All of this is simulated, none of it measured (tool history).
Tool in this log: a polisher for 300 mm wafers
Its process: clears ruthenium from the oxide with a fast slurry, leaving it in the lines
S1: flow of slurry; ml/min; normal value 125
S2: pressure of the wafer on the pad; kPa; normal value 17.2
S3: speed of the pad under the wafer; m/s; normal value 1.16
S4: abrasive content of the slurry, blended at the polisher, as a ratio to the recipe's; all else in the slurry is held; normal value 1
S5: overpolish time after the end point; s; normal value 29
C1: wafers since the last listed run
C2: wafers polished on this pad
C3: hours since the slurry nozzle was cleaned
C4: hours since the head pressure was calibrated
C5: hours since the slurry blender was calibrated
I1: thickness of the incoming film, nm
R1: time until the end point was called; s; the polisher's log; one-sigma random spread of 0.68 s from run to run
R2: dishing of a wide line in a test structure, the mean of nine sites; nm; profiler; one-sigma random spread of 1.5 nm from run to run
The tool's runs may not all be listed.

run   hour   S1    S2    S3    S4  S5   C1    C2     C3      C4     C5     I1     R1     R2
  1      0  150  21.4  1.16     1  29    0  1005  351.6  1019.7  367.2  257.4   42.3  125.4
      16.6  -- slurry blender recalibrated
      33.6  -- worn pad replaced by a new one
  2   34.1  150  21.4  1.16     1  29  301     4  385.7  1053.8   17.5  257.9   42.6  125.9
  3   69.1  150  21.4  1.16     1  29  375   379  420.7  1088.8   52.5  261.4   42.6  126.6
  4   88.5  125  17.2  1.16     1  29  207   587  440.1  1108.2   71.9  261.1   54.9  101.8
  5  105.9  125  17.2  1.16     1  29  186   774  457.5  1125.6   89.3  258.8   55.7  100.8
  6  131.3  125  17.2  1.16     1  29  272  1046  482.9    1151  114.7    265   56.6  102.2
  7  159.5  125  17.2  1.16     1  29  302  1348  511.1  1179.2  142.9  259.7   56.8  101.2
     183.6  -- worn pad replaced by a new one
  8  184.1  125  17.2  1.16     1  29  220     5  535.7  1203.8  167.5  259.1   55.9   99.3
  9  196.1  125  17.2  1.16     1  29  128   133  547.7  1215.8  179.5  261.7   58.7   97.4
 10  214.4  125  17.2  1.16     1  29  196   329    566  1234.1  197.8  263.5   57.2   99.3
 11  232.2  125  17.2  1.16     1  29  190   520  583.8  1251.9  215.6  255.5   56.7  101.5
 12  261.3  125  17.2  1.16     1  29  311   832  612.9    1281  244.7  260.4   57.7   97.4
 13  292.1   90  17.2  1.16     1  29  330  1162  643.7  1311.8  275.5  258.4   65.5   85.9
     304.4  -- worn pad replaced by a new one
     319.5  -- slurry blender recalibrated
 14    320  145  17.2  1.16     1  43  234   145  671.6  1339.7    0.5  261.3     57  130.7
 15  335.5  125    11  1.16  0.75  29  166   311  687.1  1355.2     16  255.4  106.2   57.9
 16  366.7  125  17.2  1.16     1  29  334   645  718.3  1386.4   47.2  256.6   61.1   92.6
 17  400.3  125  17.2  1.16   1.1  29  360  1005  751.9    1420   80.8  257.2   59.2   93.7
     431.7  -- head pressure recalibrated
     438.6  -- worn pad replaced by a new one
     443.7  -- slurry nozzle cleaned
 18  451.2  125  17.2  1.16     1  29  470   124    7.5    19.5  131.7  260.8   54.3    105
 19  470.1  125  17.2  1.16   0.9  29  202   326   26.4    38.4  150.6  257.9   54.5     99
 20  487.6  125  17.2  1.46     1  41  187   514   43.9    55.9  168.1  260.1   45.2  151.3
 21  520.6   90  19.3  0.86     1  20  353   867   76.9    88.9  201.1  261.2   64.7   64.6
 22  554.9  140  17.2  1.16     1  38  367  1235  111.2   123.2  235.4  260.2   52.1  130.7
 23  575.6  125  17.2  1.16     1  29  221  1457  131.9   143.9  256.1  258.9   53.9    104

What if the next run were any one of these 4? Each begins from the tool's condition after run 23:
  A  576.1  125  17.2  1.42     1  29   5  1462  132.4  144.4  256.6  256.9   ?   ?
  B  576.1  125  17.2  1.16  0.85  29   5  1462  132.4  144.4  256.6  256.9   ?   ?
  C  576.1  145  14.5  1.16   0.8  29   5  1462  132.4  144.4  256.6  256.9   ?   ?
  D  576.1  125  17.2  1.16  1.25  29   5  1462  132.4  144.4  256.6  256.9   ?   ?

run    R1     R2
  A  45.1  115.9
  B  56.5     97
  C  66.9   84.3
  D    48  110.4
The same runs, with their run-to-run variation unchanged, on a tool lacking any hidden condition would have given:
run    R1     R2
  A  44.6  117.1
  B  55.7   98.1
  C  66.2   85.1
  D  47.4  111.5
